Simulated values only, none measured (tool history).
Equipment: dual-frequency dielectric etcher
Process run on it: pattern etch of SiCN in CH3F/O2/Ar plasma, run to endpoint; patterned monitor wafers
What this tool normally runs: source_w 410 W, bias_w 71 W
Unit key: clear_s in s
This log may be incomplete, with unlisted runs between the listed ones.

run,hour,source_w,bias_w,"incoming incoming film thickness, nm",clear_s
1,0,410,71,11.36,30.5
2,70.7,410,71,11.23,29.3
3,135.1,380,71,11.42,30.8
4,205.5,380,71,11.2,29.8
5,274.9,410,71,11.28,28.8
6,321.4,410,71,11.27,28.8
7,349.9,410,71,11.26,28.9
8,418.8,410,71,11.29,28.9
# hour 470.4: wet clean of the chamber
9,471.8,410,71,11.31,30.2
10,506.8,410,71,11.33,30.5
11,540.8,410,71,11.35,30.7
12,581.5,410,65,11.38,31.9
13,612.5,410,65,11.4,31.8
14,660.8,370,88,11.33,27.6
15,730.6,370,63,11.24,33.2
16,801.2,410,64,11.27,31.6
# hour 845.9: source power generator calibrated
17,857,500,78,11.31,25.7
18,885.5,500,78,11.24,25.5
# hour 933.4: bias power generator calibrated
# hour 940.1: upper electrode replaced
19,940.6,370,78,11.33,28.9
# hour 978.2: wet clean of the chamber
20,1021.7,500,78,11.28,26.6
21,1088.7,440,88,11.36,25.8
22,1144.5,440,84,11.43,26.6
23,1189.8,360,64,11.29,33.1
24,1251.1,350,83,11.37,29.3
25,1441.7,380,59,11.32,33.5
26,1512.7,410,71,11.41,29.4
27,1551.9,460,85,11.32,24.9

Branching from run 27: 3 alternative next runs. What would each branch give?
A,1552.3,410,71,11.37,?
B,1552.3,460,55,11.37,?
C,1552.3,470,57,11.37,?

run,clear_s
A,28.9
B,32
C,31
Without the tool's hidden state the same runs would have given:
run,clear_s
A,30.6
B,33.9
C,32.9
